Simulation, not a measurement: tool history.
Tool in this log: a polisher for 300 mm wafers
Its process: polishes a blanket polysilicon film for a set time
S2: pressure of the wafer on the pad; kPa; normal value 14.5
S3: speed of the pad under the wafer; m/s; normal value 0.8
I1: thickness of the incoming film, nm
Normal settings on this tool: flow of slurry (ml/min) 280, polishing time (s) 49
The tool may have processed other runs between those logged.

{"run": 1, "hour": 0.0, "flow of slurry (ml/min)": 250, "S2": 14.5, "S3": 0.8, "polishing time (s)": 39, "I1": 1725, "film removed (Å)": 1825}
{"run": 2, "hour": 68.0, "flow of slurry (ml/min)": 280, "S2": 14.5, "S3": 1, "polishing time (s)": 43, "I1": 1754.9, "film removed (Å)": 2370}
{"run": 3, "hour": 162.7, "flow of slurry (ml/min)": 280, "S2": 14.5, "S3": 1, "polishing time (s)": 43, "I1": 1737.1, "film removed (Å)": 2296}
{"run": 4, "hour": 218.0, "flow of slurry (ml/min)": 280, "S2": 14.5, "S3": 0.8, "polishing time (s)": 54, "I1": 1707, "film removed (Å)": 2420}
{"hour": 236.3, "done": "head pressure recalibrated"}
{"hour": 275.2, "done": "worn pad replaced by a new one"}
{"run": 5, "hour": 296.2, "flow of slurry (ml/min)": 280, "S2": 14.5, "S3": 0.8, "polishing time (s)": 54, "I1": 1723.6, "film removed (Å)": 2832}
{"run": 6, "hour": 385.8, "flow of slurry (ml/min)": 280, "S2": 14.5, "S3": 0.8, "polishing time (s)": 54, "I1": 1753.5, "film removed (Å)": 2823}
{"run": 7, "hour": 439.7, "flow of slurry (ml/min)": 280, "S2": 17.9, "S3": 0.9, "polishing time (s)": 49, "I1": 1719.5, "film removed (Å)": 3426}
{"run": 8, "hour": 532.2, "flow of slurry (ml/min)": 280, "S2": 14.5, "S3": 0.8, "polishing time (s)": 49, "I1": 1731.2, "film removed (Å)": 2541}
{"hour": 546.7, "done": "slurry nozzle cleaned"}
{"run": 9, "hour": 620.0, "flow of slurry (ml/min)": 280, "S2": 14.5, "S3": 0.8, "polishing time (s)": 49, "I1": 1716.9, "film removed (Å)": 2545}
{"run": 10, "hour": 708.6, "flow of slurry (ml/min)": 280, "S2": 14.5, "S3": 0.8, "polishing time (s)": 49, "I1": 1740.8, "film removed (Å)": 2437}
{"run": 11, "hour": 781.7, "flow of slurry (ml/min)": 325, "S2": 14.5, "S3": 0.8, "polishing time (s)": 43, "I1": 1735.1, "film removed (Å)": 2176}
{"run": 12, "hour": 887.6, "flow of slurry (ml/min)": 325, "S2": 14.5, "S3": 0.8, "polishing time (s)": 43, "I1": 1732.1, "film removed (Å)": 2133}
{"hour": 945.1, "done": "worn pad replaced by a new one"}
{"run": 13, "hour": 945.6, "flow of slurry (ml/min)": 280, "S2": 14.5, "S3": 0.9, "polishing time (s)": 54, "I1": 1730.8, "film removed (Å)": 2820}
{"run": 14, "hour": 1017.3, "flow of slurry (ml/min)": 280, "S2": 14.5, "S3": 0.8, "polishing time (s)": 40, "I1": 1733.6, "film removed (Å)": 1877}
{"hour": 1021.0, "done": "head pressure recalibrated"}
{"run": 15, "hour": 1069.3, "flow of slurry (ml/min)": 310, "S2": 10.3, "S3": 0.8, "polishing time (s)": 65, "I1": 1728.3, "film removed (Å)": 2418}
{"run": 16, "hour": 1146.6, "flow of slurry (ml/min)": 345, "S2": 13.1, "S3": 0.8, "polishing time (s)": 49, "I1": 1726.7, "film removed (Å)": 2329}
{"run": 17, "hour": 1185.0, "flow of slurry (ml/min)": 280, "S2": 14.5, "S3": 0.8, "polishing time (s)": 49, "I1": 1747, "film removed (Å)": 2507}
{"hour": 1197.8, "done": "slurry nozzle cleaned"}
{"run": 18, "hour": 1286.7, "flow of slurry (ml/min)": 350, "S2": 16.5, "S3": 0.54, "polishing time (s)": 49, "I1": 1707.5, "film removed (Å)": 2287}
{"run": 19, "hour": 1342.4, "flow of slurry (ml/min)": 280, "S2": 14.5, "S3": 0.9, "polishing time (s)": 54, "I1": 1761.7, "film removed (Å)": 3007}
{"run": 20, "hour": 1388.7, "flow of slurry (ml/min)": 375, "S2": 16.5, "S3": 0.54, "polishing time (s)": 63, "I1": 1734.1, "film removed (Å)": 2949}
{"run": 21, "hour": 1430.9, "flow of slurry (ml/min)": 280, "S2": 14.5, "S3": 1, "polishing time (s)": 38, "I1": 1738, "film removed (Å)": 2238}
{"run": 22, "hour": 1506.7, "flow of slurry (ml/min)": 220, "S2": 14.5, "S3": 0.8, "polishing time (s)": 49, "I1": 1734.9, "film removed (Å)": 2283}
{"run": 23, "hour": 1607.3, "flow of slurry (ml/min)": 280, "S2": 14.5, "S3": 0.8, "polishing time (s)": 49, "I1": 1702.5, "film removed (Å)": 2423}
{"run": 24, "hour": 1668.6, "flow of slurry (ml/min)": 230, "S2": 14.5, "S3": 0.8, "polishing time (s)": 49, "I1": 1764, "film removed (Å)": 2323}
{"run": 25, "hour": 1737.7, "flow of slurry (ml/min)": 190, "S2": 14.5, "S3": 1.06, "polishing time (s)": 39, "I1": 1734.7, "film removed (Å)": 2134}
{"hour": 1789.8, "done": "worn pad replaced by a new one"}
{"hour": 1806.2, "done": "head pressure recalibrated"}
{"run": 26, "hour": 1829.1, "flow of slurry (ml/min)": 280, "S2": 14.5, "S3": 0.62, "polishing time (s)": 34, "I1": 1731.2, "film removed (Å)": 1493}
{"hour": 1857.9, "done": "slurry nozzle cleaned"}
{"run": 27, "hour": 1903.7, "flow of slurry (ml/min)": 280, "S2": 11.7, "S3": 1, "polishing time (s)": 60, "I1": 1751.3, "film removed (Å)": 2989}
{"run": 28, "hour": 1961.0, "flow of slurry (ml/min)": 350, "S2": 9.7, "S3": 0.7, "polishing time (s)": 60, "I1": 1725.7, "film removed (Å)": 1961}
{"run": 29, "hour": 2112.6, "flow of slurry (ml/min)": 195, "S2": 15.9, "S3": 0.7, "polishing time (s)": 57, "I1": 1738.4, "film removed (Å)": 2803}
{"run": 30, "hour": 2200.3, "flow of slurry (ml/min)": 195, "S2": 14.5, "S3": 0.62, "polishing time (s)": 49, "I1": 1700.3, "film removed (Å)": 1953}
{"run": 31, "hour": 2288.4, "flow of slurry (ml/min)": 280, "S2": 14.5, "S3": 0.8, "polishing time (s)": 49, "I1": 1733.3, "film removed (Å)": 2415}
{"hour": 2529.3, "done": "head pressure recalibrated"}
{"hour": 2535.1, "done": "worn pad replaced by a new one"}
{"run": 32, "hour": 2591.8, "flow of slurry (ml/min)": 345, "S2": 14.5, "S3": 0.8, "polishing time (s)": 49, "I1": 1735.8, "film removed (Å)": 2606}
{"hour": 2644.1, "done": "slurry nozzle cleaned"}
{"run": 33, "hour": 2662.5, "flow of slurry (ml/min)": 345, "S2": 14.5, "S3": 0.92, "polishing time (s)": 55, "I1": 1752.8, "film removed (Å)": 3229}
{"run": 34, "hour": 2765.0, "flow of slurry (ml/min)": 345, "S2": 13.1, "S3": 0.8, "polishing time (s)": 49, "I1": 1753.6, "film removed (Å)": 2317}
{"run": 35, "hour": 2840.2, "flow of slurry (ml/min)": 280, "S2": 14.5, "S3": 1.06, "polishing time (s)": 39, "I1": 1707.8, "film removed (Å)": 2466}
{"run": 36, "hour": 2877.7, "flow of slurry (ml/min)": 220, "S2": 14.5, "S3": 0.8, "polishing time (s)": 49, "I1": 1732.1, "film removed (Å)": 2444}
{"run": 37, "hour": 2971.1, "flow of slurry (ml/min)": 280, "S2": 12.4, "S3": 0.8, "polishing time (s)": 49, "I1": 1745.2, "film removed (Å)": 2125}

Difference, measured minus no-hidden-state, one row per run. Run-to-run variation is common to both terms; the gauge's own scatter need not be:
Hidden state at play: removal rate lost through wear of the pad, %; slurry flow missing at the pad, %; deviation of the head's pressure from its setpoint, %.
run=1 film_removed_(Å)=-184
run=2 film_removed_(Å)=-290
run=3 film_removed_(Å)=-362
run=4 film_removed_(Å)=-439
run=5 film_removed_(Å)=+32
run=6 film_removed_(Å)=+20
run=7 film_removed_(Å)=+12
run=8 film_removed_(Å)=-15
run=9 film_removed_(Å)=-48
run=10 film_removed_(Å)=-86
run=11 film_removed_(Å)=-114
run=12 film_removed_(Å)=-175
run=13 film_removed_(Å)=-286
run=14 film_removed_(Å)=-242
run=15 film_removed_(Å)=-5
run=16 film_removed_(Å)=-11
run=17 film_removed_(Å)=-18
run=18 film_removed_(Å)=-37
run=19 film_removed_(Å)=-70
run=20 film_removed_(Å)=-89
run=21 film_removed_(Å)=-84
run=22 film_removed_(Å)=-121
run=23 film_removed_(Å)=-190
run=24 film_removed_(Å)=-224
run=25 film_removed_(Å)=-257
run=26 film_removed_(Å)=+2
run=27 film_removed_(Å)=-3
run=28 film_removed_(Å)=-8
run=29 film_removed_(Å)=-53
run=30 film_removed_(Å)=-63
run=31 film_removed_(Å)=-120
run=32 film_removed_(Å)=-1
run=33 film_removed_(Å)=-10
run=34 film_removed_(Å)=-25
run=35 film_removed_(Å)=-49
run=36 film_removed_(Å)=-61
run=37 film_removed_(Å)=-88
